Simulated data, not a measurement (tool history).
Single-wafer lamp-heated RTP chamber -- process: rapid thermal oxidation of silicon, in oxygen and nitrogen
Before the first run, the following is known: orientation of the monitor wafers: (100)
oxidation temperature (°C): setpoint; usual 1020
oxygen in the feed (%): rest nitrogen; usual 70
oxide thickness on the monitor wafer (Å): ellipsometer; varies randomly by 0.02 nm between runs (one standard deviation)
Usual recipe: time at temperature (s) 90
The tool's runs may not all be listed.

run	day	oxidation temperature (°C)	time at temperature (s)	oxygen in the feed (%)	wafers since the last listed run	wafers since the last pyrometer calibration	hours since the oxygen flow controller was replaced	hours since the gauge calibration	read-back reference wafer on the same gauge, thickness	oxide thickness on the monitor wafer (Å)
1	0.000	1020	79	70	0	2991	3756.4	205.6	6.677	68.52
2	0.638	1020	79	70	129	3121	3771.7	220.9	6.676	68.71
3	2.629	1020	79	70	403	3524	3819.5	268.7	6.681	68.86
4	2.958	1020	90	70	66	3591	3827.4	276.6	6.665	73.07
5	3.329	1020	90	70	75	3666	3836.3	285.5	6.681	72.46
6	3.904	1020	90	70	116	3782	3850.1	299.3	6.677	72.99
7	4.554	1027	90	70	131	3914	3865.7	314.9	6.673	76.46
8	4.879	1020	90	70	65	3980	3873.5	322.7	6.674	72.73
9	5.433	1020	90	70	112	4092	3886.8	336.0	6.674	72.90
10	5.833	1020	90	70	81	4173	3896.4	345.6	6.667	73.18
# day 6.742: oxygen flow controller replaced
# day 6.767: pyrometer window cleaned and pyrometer calibrated
11	6.788	1020	90	70	120	3	1.1	368.5	6.684	70.12
12	7.125	1020	90	70	68	72	9.2	376.6	6.682	70.47
# day 7.671: gauge calibrated
13	7.842	1020	90	70	145	217	26.4	4.1	6.673	70.33
14	8.538	1020	90	50	140	358	43.1	20.8	6.676	62.69
15	9.275	997	90	40	149	507	60.8	38.5	6.680	49.76
16	9.625	1020	90	70	70	578	69.2	46.9	6.666	70.87
17	10.329	1043	66	97	142	721	86.1	63.8	6.663	81.62
18	10.729	1020	112	70	81	802	95.7	73.4	6.660	78.89
19	11.242	995	90	70	103	906	108.0	85.7	6.672	59.67
20	11.950	1032	90	97	143	1049	125.0	102.7	6.662	87.85

What will run 21 give?
21	12.658	1020	90	70	143	1193	142.0	119.7	?	?

For run 21 the tool returned read-back reference wafer on the same gauge, thickness 6.671, oxide thickness on the monitor wafer (Å) 72.12.
The same run, on a tool lacking any hidden state, would have yielded oxide thickness on the monitor wafer (Å) 70.03.
